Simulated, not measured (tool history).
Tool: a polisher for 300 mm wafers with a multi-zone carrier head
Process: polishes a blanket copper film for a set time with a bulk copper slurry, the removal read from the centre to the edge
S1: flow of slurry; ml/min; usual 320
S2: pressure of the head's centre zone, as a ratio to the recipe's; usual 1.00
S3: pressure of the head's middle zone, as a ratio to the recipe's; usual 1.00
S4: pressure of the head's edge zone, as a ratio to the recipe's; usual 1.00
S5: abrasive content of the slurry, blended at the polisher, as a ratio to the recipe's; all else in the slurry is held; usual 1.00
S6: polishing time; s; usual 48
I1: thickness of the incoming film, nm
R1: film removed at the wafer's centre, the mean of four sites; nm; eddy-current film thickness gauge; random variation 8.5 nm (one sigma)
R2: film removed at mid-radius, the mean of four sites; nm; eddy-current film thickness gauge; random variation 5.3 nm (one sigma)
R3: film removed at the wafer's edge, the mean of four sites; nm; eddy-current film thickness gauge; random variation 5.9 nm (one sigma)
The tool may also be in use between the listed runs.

run,day,S1,S2,S3,S4,S5,S6,I1,R1,R2,R3
1,0.000,320,0.91,1.00,1.00,1.00,48,4677.2,586.3,656.5,661.4
2,1.871,320,0.91,1.00,1.00,1.00,48,4668.9,601.3,655.0,665.0
3,4.279,320,1.00,1.00,1.00,1.00,48,4657.7,654.6,659.0,661.8
# day 4.508: edge zone pressure recalibrated
4,8.017,320,1.00,1.00,1.00,1.00,48,4694.0,634.0,658.8,663.4
# day 8.604: slurry nozzle cleaned
# day 9.429: worn pad replaced by a new one
5,12.317,320,1.00,0.91,1.00,1.00,48,4687.5,652.8,598.7,655.0
6,14.142,320,1.00,1.00,1.00,1.00,57,4706.4,750.8,775.2,781.7
7,17.892,320,1.00,1.00,1.00,1.00,57,4593.3,760.2,788.4,781.8
# day 21.283: worn pad replaced by a new one
8,21.829,320,1.00,1.00,0.91,1.00,54,4658.6,735.3,743.6,714.9
# day 22.171: centre zone pressure recalibrated
9,23.988,320,1.00,1.00,1.00,1.00,48,4702.0,644.0,658.3,668.5
# day 27.812: slurry nozzle cleaned
10,31.708,430,1.00,1.00,1.00,1.00,55,4676.0,767.7,760.9,774.5
# day 32.642: worn pad replaced by a new one
# day 34.292: carrier head's membrane replaced by a new one
11,35.538,320,1.05,1.00,1.00,0.85,48,4735.8,642.3,624.0,616.6
# day 35.767: edge zone pressure recalibrated
12,37.571,320,1.00,1.06,1.07,0.90,48,4680.3,623.5,656.6,648.4
13,41.475,320,1.00,1.00,1.00,1.00,40,4757.8,537.9,542.3,554.8
# day 42.212: worn pad replaced by a new one
14,45.538,320,1.00,1.07,1.04,1.00,48,4752.7,636.6,690.5,674.9
# day 46.271: slurry nozzle cleaned
15,47.996,255,0.91,0.89,1.00,1.00,37,4736.9,442.6,440.4,500.7
16,51.175,320,1.00,0.95,0.90,1.15,48,4748.2,670.6,647.7,656.4
# day 52.250: worn pad replaced by a new one
17,55.038,320,1.00,1.00,1.00,1.00,48,4716.0,643.5,649.3,661.5

3 ways to go on from here, each from the tool as it stands after run 17. What would each give?
A,55.054,320,1.00,1.00,1.00,1.00,48,4691.6,?,?,?
B,55.054,320,0.88,0.93,0.96,1.00,59,4691.6,?,?,?
C,55.054,320,0.93,1.00,1.00,1.00,48,4691.6,?,?,?

run,R1,R2,R3
A,633.2,652.5,660.9
B,683.9,755.2,797.4
C,588.5,652.7,660.9
Without the tool's hidden state the same runs would have given:
run,R1,R2,R3
A,633.2,652.5,660.9
B,683.9,755.2,797.4
C,588.5,652.7,660.9

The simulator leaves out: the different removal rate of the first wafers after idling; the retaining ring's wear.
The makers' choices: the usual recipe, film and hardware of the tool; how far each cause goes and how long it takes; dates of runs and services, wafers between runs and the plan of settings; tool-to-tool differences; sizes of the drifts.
